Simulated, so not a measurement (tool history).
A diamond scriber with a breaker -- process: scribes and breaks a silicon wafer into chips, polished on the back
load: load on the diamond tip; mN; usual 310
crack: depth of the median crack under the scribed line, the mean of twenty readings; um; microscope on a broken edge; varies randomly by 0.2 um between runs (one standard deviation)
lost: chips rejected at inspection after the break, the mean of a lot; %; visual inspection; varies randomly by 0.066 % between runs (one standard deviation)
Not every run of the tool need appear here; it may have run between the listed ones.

run   hour  load  wafers since the last listed run  hours since the diamond tip was replaced  hours since the load on the tip was calibrated  incoming depth of the damage left on the back of the incoming wafer, um  crack  lost
  1    0.0   310                                 0                                     918.3                                          1302.0                                                                     0.05  12.98  1.59
  2   22.0   310                               110                                     940.3                                          1324.0                                                                     0.05  13.11  1.55
  3   37.9   310                                80                                     956.2                                          1339.9                                                                     0.03  12.89  1.51
  4   52.5   310                                73                                     970.8                                          1354.5                                                                     0.01  13.02  1.64
  5   82.9   310                               153                                    1001.2                                          1384.9                                                                     0.02  13.36  1.55
  6  104.1   310                               106                                    1022.4                                          1406.1                                                                     0.04  12.74  1.54
  7  121.6   310                                88                                    1039.9                                          1423.6                                                                     0.02  12.94  1.46
  8  152.5   284                               155                                    1070.8                                          1454.5                                                                     0.03  12.40  1.87
  9  187.5   310                               176                                    1105.8                                          1489.5                                                                     0.02  12.97  1.55
 10  211.0   310                               118                                    1129.3                                          1513.0                                                                     0.05  13.31  1.58
 11  223.1   375                                60                                    1141.4                                          1525.1                                                                     0.02  14.54  3.99
 12  258.0   375                               175                                    1176.3                                          1560.0                                                                     0.02  14.78  3.59
     270.9  -- diamond tip replaced by a new one
 13  282.4   375                               112                                      11.5                                          1584.4                                                                     0.02  14.79  3.94
 14  301.2   310                                94                                      30.3                                          1603.2                                                                     0.02  13.02  1.49
 15  321.1   310                               100                                      50.2                                          1623.1                                                                     0.05  12.79  1.65
 16  337.6   338                                83                                      66.7                                          1639.6                                                                     0.03  13.45  2.16
     340.5  -- load on the tip recalibrated
 17  373.3   376                               169                                     102.4                                            32.8                                                                     0.04  14.23  4.19
 18  400.0   310                               134                                     129.1                                            59.5                                                                     0.03  12.63  1.50
 19  430.7   393                               154                                     159.8                                            90.2                                                                     0.04  14.69  5.34
 20  452.0   392                               107                                     181.1                                           111.5                                                                     0.02  14.53  5.66
 21  485.1   398                               166                                     214.2                                           144.6                                                                     0.02  14.95  5.84
 22  504.4   310                                97                                     233.5                                           163.9                                                                     0.05  12.90  1.40
 23  516.6   235                                61                                     245.7                                           176.1                                                                     0.04  11.02  6.83
 24  536.5   285                               100                                     265.6                                           196.0                                                                     0.04  12.11  2.00
 25  549.8   392                                66                                     278.9                                           209.3                                                                     0.02  15.03  5.33
 26  583.3   232                               168                                     312.4                                           242.8                                                                     0.04  11.04  6.99
 27  607.4   345                               121                                     336.5                                           266.9                                                                     0.04  13.78  2.37
 28  629.9   397                               113                                     359.0                                           289.4                                                                     0.01  15.30  5.68
 29  657.4   230                               138                                     386.5                                           316.9                                                                     0.03  10.92  7.44
 30  687.3   375                               150                                     416.4                                           346.8                                                                     0.01  14.17  4.30
 31  706.7   243                                97                                     435.8                                           366.2                                                                     0.05  10.87  5.37
 32  760.5   249                               270                                     489.6                                           420.0                                                                     0.04  11.73  4.83
 33  782.5   373                               110                                     511.6                                           442.0                                                                     0.03  14.60  3.84
 34  796.9   269                                72                                     526.0                                           456.4                                                                     0.05  11.80  2.91

List, for all runs, the conditions of the tool that the log does not record:
share of the diamond tip's cutting effectiveness lost through wear, %: 0 on each run
deviation of the load on the tip from its setpoint, %: 0 on each run
